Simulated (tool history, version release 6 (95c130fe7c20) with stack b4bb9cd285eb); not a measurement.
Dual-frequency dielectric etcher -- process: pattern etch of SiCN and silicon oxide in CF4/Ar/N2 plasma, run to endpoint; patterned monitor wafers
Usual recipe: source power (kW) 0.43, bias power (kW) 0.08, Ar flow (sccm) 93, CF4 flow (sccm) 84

run	hour	source power (kW)	bias power (kW)	Ar flow (sccm)	CF4 flow (sccm)	incoming incoming film thickness, nm	endpoint time (s)
1	0	0.5	0.08	93	84	16.81	15.5
2	84.7	0.5	0.08	93	84	16.78	15.5
3	110.7	0.43	0.08	93	84	16.93	18.3
4	138.5	0.43	0.08	93	84	16.97	18.1
5	156.1	0.43	0.08	93	92	16.87	17.8
6	173	0.43	0.08	93	92	16.88	17.7
7	200.3	0.43	0.08	93	84	16.88	17.8
8	220.7	0.43	0.08	93	104	16.91	17.6
# hour 270.2: CF4 flow controller replaced
# hour 277.7: Ar flow controller replaced
# hour 291.8: wet clean of the chamber
# hour 292.2: source power generator calibrated
# hour 329.5: bias power generator calibrated
# hour 351.8: upper electrode replaced
9	352.3	0.43	0.08	93	84	16.88	18.8
10	352.6	0.36	0.075	71	104	16.88	21.8
11	378.2	0.43	0.08	93	84	16.88	18.6
12	402.9	0.43	0.08	93	84	16.98	19

Run 13 is up next; what results do you expect?
13	424.6	0.37	0.08	107	84	16.92	?

Logged for run 13: endpoint time (s) 22.8.
The same run, on a tool lacking any hidden state, would have yielded endpoint time (s) 23.

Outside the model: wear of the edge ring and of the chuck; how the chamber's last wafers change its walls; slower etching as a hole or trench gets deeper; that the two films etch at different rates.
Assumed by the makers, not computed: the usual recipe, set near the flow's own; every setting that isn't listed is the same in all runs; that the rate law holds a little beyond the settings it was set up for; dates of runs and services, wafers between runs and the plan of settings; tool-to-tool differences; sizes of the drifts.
